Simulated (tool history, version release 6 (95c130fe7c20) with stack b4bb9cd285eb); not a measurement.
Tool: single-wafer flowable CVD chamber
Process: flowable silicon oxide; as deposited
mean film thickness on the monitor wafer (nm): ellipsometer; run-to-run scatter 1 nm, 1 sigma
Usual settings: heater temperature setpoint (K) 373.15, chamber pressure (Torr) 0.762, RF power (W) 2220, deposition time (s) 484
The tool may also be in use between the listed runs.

run	hour	heater temperature setpoint (K)	chamber pressure (Torr)	RF power (W)	deposition time (s)	read-back reference wafer on the same gauge, thickness_nm	mean film thickness on the monitor wafer (nm)
1	0	373.15	0.762	2220	458	232.96	253.258
2	63.7	373.15	0.762	2220	458	233.212	253.563
3	112.1	373.15	0.762	2220	484	233.052	269.447
4	149.1	373.15	0.762	2220	484	233.129	268.856
5	214.7	373.15	0.762	2220	484	232.88	268.729
6	281.4	373.15	0.762	2220	484	232.831	269.051
7	316.9	373.15	0.762	2220	484	232.808	269.644
# hour 383.1: RF generator calibrated
8	387.9	373.15	0.762	1785	554	233.031	286.442
9	415.3	382.15	0.611	2020	534	233.125	178.056
10	483.3	358.15	0.661	1910	410	233.057	291.838
11	524.8	373.15	0.762	2555	484	233.07	276.163
# hour 542.6: showerhead replaced
12	566	384.15	0.573	2220	458	233.016	139.084
13	597.9	360.15	0.869	2220	484	233.044	445.629
14	644.1	361.15	0.698	2220	563	233.259	407.212
15	739.4	380.15	0.822	2220	451	232.82	220.249
16	769.4	373.15	0.762	2220	484	233.022	268.858
17	830.4	373.15	0.762	2220	484	233.277	267.971
# hour 877.1: capacitance manometer re-zeroed and calibrated
18	885	373.15	0.909	2220	393	232.818	261.361
19	942.9	373.15	0.762	2045	484	232.993	262.962
20	976.4	373.15	0.762	2220	484	232.819	268.944
21	1014.5	384.15	0.865	2395	484	232.735	223.3
22	1076.4	364.15	0.762	2220	484	233.037	352.437
23	1140.1	373.15	0.762	2220	523	232.806	291.551
24	1170.1	373.15	0.61	2220	484	232.915	217.447
# hour 1186.2: RF generator calibrated
25	1206.5	373.15	0.659	2380	484	232.983	236.112
26	1268.5	360.15	0.838	2220	456	233.091	403.603
27	1305.1	365.15	0.647	2220	421	232.901	251.931
28	1337.5	364.15	0.762	2220	422	233.08	304.756

Give the tool's hidden conditions for every run:
wafer temperature above the value expected at the setpoint (K): 0 on each run
delivered RF power above the setpoint (%): 0 on each run
true pressure above the setpoint (%): 0 on each run
gauge reads high (%): 0 on each run
